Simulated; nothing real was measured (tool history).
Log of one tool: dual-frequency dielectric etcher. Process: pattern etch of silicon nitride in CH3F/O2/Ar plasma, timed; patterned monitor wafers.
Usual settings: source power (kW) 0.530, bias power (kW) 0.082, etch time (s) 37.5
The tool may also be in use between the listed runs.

run	hour	source power (kW)	bias power (kW)	etch time (s)	wafers since the last listed run	hours since the last wet clean	hours since the last source power generator calibration	hours since the last bias power generator calibration	hours since the last upper electrode change	hours since the gauge calibration	read-back reference wafer on the same gauge, depth_nm	mean etch depth across the wafer (Å)
1	0.0	0.580	0.082	44.0	0	604.8	2071.0	4810.4	5346.6	432.9	31.91	365.4
# hour 41.2: wet clean of the chamber
2	41.7	0.530	0.093	37.5	201	0.5	2112.7	4852.1	5388.3	474.6	31.87	297.3
3	42.0	0.530	0.093	37.5	3	0.8	2113.0	4852.4	5388.6	474.9	31.85	297.1
4	70.8	0.530	0.082	37.5	328	29.6	2141.8	4881.2	5417.4	503.7	31.88	288.9
5	78.2	0.530	0.082	37.5	84	37.0	2149.2	4888.6	5424.8	511.1	31.91	289.3
# hour 88.5: source power generator calibrated
6	90.9	0.530	0.082	37.5	99	49.7	2.4	4901.3	5437.5	523.8	31.92	291.0
7	101.8	0.530	0.082	37.5	124	60.6	13.3	4912.2	5448.4	534.7	31.91	289.5
8	110.8	0.530	0.082	37.5	102	69.6	22.3	4921.2	5457.4	543.7	31.91	287.7
9	124.9	0.600	0.082	41.5	160	83.7	36.4	4935.3	5471.5	557.8	31.87	338.6
10	139.9	0.530	0.082	37.5	171	98.7	51.4	4950.3	5486.5	572.8	31.86	290.0
11	155.6	0.530	0.082	37.5	179	114.4	67.1	4966.0	5502.2	588.5	31.86	291.6
12	170.0	0.630	0.082	30.0	164	128.8	81.5	4980.4	5516.6	602.9	31.91	250.0
# hour 189.3: gauge calibrated
13	195.9	0.530	0.082	37.5	295	154.7	107.4	5006.3	5542.5	6.6	31.89	291.0
14	212.6	0.530	0.094	37.5	190	171.4	124.1	5023.0	5559.2	23.3	31.95	300.3
15	220.2	0.620	0.096	30.0	86	179.0	131.7	5030.6	5566.8	30.9	31.89	257.3
16	229.7	0.530	0.082	37.5	108	188.5	141.2	5040.1	5576.3	40.4	31.89	292.6
17	240.8	0.470	0.082	37.5	126	199.6	152.3	5051.2	5587.4	51.5	31.89	278.8
18	248.5	0.420	0.074	30.0	87	207.3	160.0	5058.9	5595.1	59.2	31.88	208.7
19	265.2	0.440	0.062	32.5	190	224.0	176.7	5075.6	5611.8	75.9	31.92	222.7
20	273.4	0.640	0.102	37.5	93	232.2	184.9	5083.8	5620.0	84.1	31.87	331.1
# hour 301.6: upper electrode replaced
21	302.1	0.530	0.082	37.5	53	260.9	213.6	5112.5	0.5	112.8	31.91	294.9
22	302.4	0.530	0.089	34.0	3	261.2	213.9	5112.8	0.8	113.1	31.89	269.6
23	302.7	0.620	0.082	28.0	3	261.5	214.2	5113.1	1.1	113.4	31.90	233.3
# hour 307.6: bias power generator calibrated
24	312.4	0.530	0.082	37.5	65	271.2	223.9	4.8	10.8	123.1	31.86	294.3
25	320.8	0.650	0.082	37.5	95	279.6	232.3	13.2	19.2	131.5	31.89	320.0
26	331.6	0.410	0.082	37.5	123	290.4	243.1	24.0	30.0	142.3	31.89	263.4
27	348.4	0.630	0.066	41.0	191	307.2	259.9	40.8	46.8	159.1	31.89	331.8
28	363.4	0.530	0.075	37.5	171	322.2	274.9	55.8	61.8	174.1	31.87	290.8
29	376.0	0.530	0.096	37.5	143	334.8	287.5	68.4	74.4	186.7	31.94	304.6
30	390.8	0.530	0.102	40.5	168	349.6	302.3	83.2	89.2	201.5	31.89	334.2
31	417.2	0.480	0.082	32.5	301	376.0	328.7	109.6	115.6	227.9	31.92	245.1

3 ways to go on from here, each from the tool as it stands after run 31. What would each give?
A	417.6	0.530	0.082	37.5	4	376.4	329.1	110.0	116.0	228.3	?	?
B	417.6	0.470	0.068	37.5	4	376.4	329.1	110.0	116.0	228.3	?	?
C	417.6	0.490	0.069	46.0	4	376.4	329.1	110.0	116.0	228.3	?	?

run	read-back reference wafer on the same gauge, depth_nm	mean etch depth across the wafer (Å)
A	31.89	295.6
B	31.89	271.3
C	31.89	339.5
Without the tool's hidden state the same runs would have given:
run	mean etch depth across the wafer (Å)
A	288.8
B	265.0
C	331.6
